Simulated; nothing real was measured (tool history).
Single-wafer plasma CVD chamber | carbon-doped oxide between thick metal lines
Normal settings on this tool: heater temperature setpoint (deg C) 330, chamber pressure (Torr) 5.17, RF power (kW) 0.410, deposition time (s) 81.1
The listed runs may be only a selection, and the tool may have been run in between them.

| run | hour | heater temperature setpoint (deg C) | chamber pressure (Torr) | RF power (kW) | deposition time (s) | read-back reference wafer on the same gauge, thickness_nm | mean film thickness on the monitor wafer (Å) |
|---|---|---|---|---|---|---|---|
| 1 | 0.0 | 330 | 5.17 | 0.410 | 81.1 | 349.928 | 3819.41 |
| 2 | 12.9 | 330 | 5.17 | 0.410 | 81.1 | 349.690 | 3801.39 |
| 3 | 40.7 | 330 | 5.17 | 0.410 | 81.1 | 350.219 | 3813.43 |
| 4 | 62.2 | 330 | 5.17 | 0.410 | 81.1 | 350.161 | 3823.50 |
| 5 | 96.8 | 330 | 5.17 | 0.410 | 81.1 | 349.939 | 3799.51 |
| 6 | 118.3 | 330 | 5.17 | 0.410 | 86.0 | 350.418 | 4030.66 |
| 7 | 136.6 | 330 | 5.17 | 0.410 | 86.0 | 349.963 | 4027.30 |
| 8 | 159.2 | 330 | 5.87 | 0.355 | 81.1 | 349.365 | 3562.57 |
|  | 168.2 | showerhead replaced |
|  | 217.6 | capacitance manometer re-zeroed and calibrated |
| 9 | 235.6 | 330 | 5.87 | 0.355 | 81.1 | 350.906 | 3621.09 |
| 10 | 264.6 | 330 | 5.87 | 0.355 | 81.1 | 350.247 | 3586.64 |
|  | 305.5 | RF generator calibrated |
| 11 | 306.0 | 330 | 5.79 | 0.450 | 81.1 | 349.680 | 4190.37 |
| 12 | 318.7 | 330 | 5.17 | 0.410 | 81.1 | 349.873 | 3853.44 |
| 13 | 346.7 | 330 | 5.17 | 0.410 | 81.1 | 349.309 | 3855.03 |
| 14 | 382.7 | 330 | 5.17 | 0.410 | 86.0 | 349.585 | 4075.90 |
|  | 391.8 | thermocouple changed; heater temperature recalibrated |
| 15 | 400.1 | 345 | 4.21 | 0.370 | 96.5 | 350.133 | 3886.89 |
| 16 | 473.3 | 330 | 5.17 | 0.410 | 81.1 | 349.747 | 3851.08 |
| 17 | 493.5 | 330 | 5.17 | 0.490 | 81.1 | 350.105 | 4262.95 |
|  | 509.3 | gauge calibrated |
| 18 | 547.5 | 330 | 5.17 | 0.480 | 73.0 | 350.025 | 3799.04 |
| 19 | 576.0 | 330 | 5.17 | 0.340 | 69.8 | 350.462 | 2914.61 |
| 20 | 607.7 | 330 | 5.17 | 0.365 | 81.1 | 350.204 | 3525.23 |
| 21 | 624.6 | 325 | 5.17 | 0.380 | 81.1 | 349.299 | 3697.65 |
| 22 | 646.5 | 343 | 5.17 | 0.365 | 89.8 | 350.030 | 3791.45 |
| 23 | 665.1 | 322 | 5.17 | 0.410 | 89.2 | 350.931 | 4303.70 |
| 24 | 679.6 | 321 | 5.17 | 0.345 | 92.1 | 350.296 | 3986.88 |
| 25 | 697.3 | 330 | 5.17 | 0.410 | 67.1 | 349.931 | 3154.72 |
| 26 | 727.9 | 330 | 5.17 | 0.410 | 81.1 | 349.879 | 3829.35 |
| 27 | 742.9 | 330 | 5.82 | 0.410 | 81.1 | 350.150 | 3897.58 |
| 28 | 778.4 | 330 | 5.17 | 0.410 | 81.1 | 350.020 | 3800.83 |

Consider 4 possible next runs. They are alternatives, not a sequence: every one starts from the tool as it was left by run 28. What does each give?
| A | 778.8 | 330 | 5.17 | 0.410 | 81.1 | ? | ? |
| B | 778.8 | 330 | 5.17 | 0.430 | 81.1 | ? | ? |
| C | 778.8 | 337 | 5.17 | 0.410 | 81.1 | ? | ? |
| D | 778.8 | 320 | 5.70 | 0.330 | 66.2 | ? | ? |

| run | read-back reference wafer on the same gauge, thickness_nm | mean film thickness on the monitor wafer (Å) |
|---|---|---|
| A | 349.670 | 3820.65 |
| B | 349.670 | 3939.88 |
| C | 349.670 | 3745.41 |
| D | 349.670 | 2861.43 |
Had the tool no hidden state, the same runs would have come out as:
| run | mean film thickness on the monitor wafer (Å) |
|---|---|
| A | 3882.85 |
| B | 4004.02 |
| C | 3806.39 |
| D | 2898.65 |

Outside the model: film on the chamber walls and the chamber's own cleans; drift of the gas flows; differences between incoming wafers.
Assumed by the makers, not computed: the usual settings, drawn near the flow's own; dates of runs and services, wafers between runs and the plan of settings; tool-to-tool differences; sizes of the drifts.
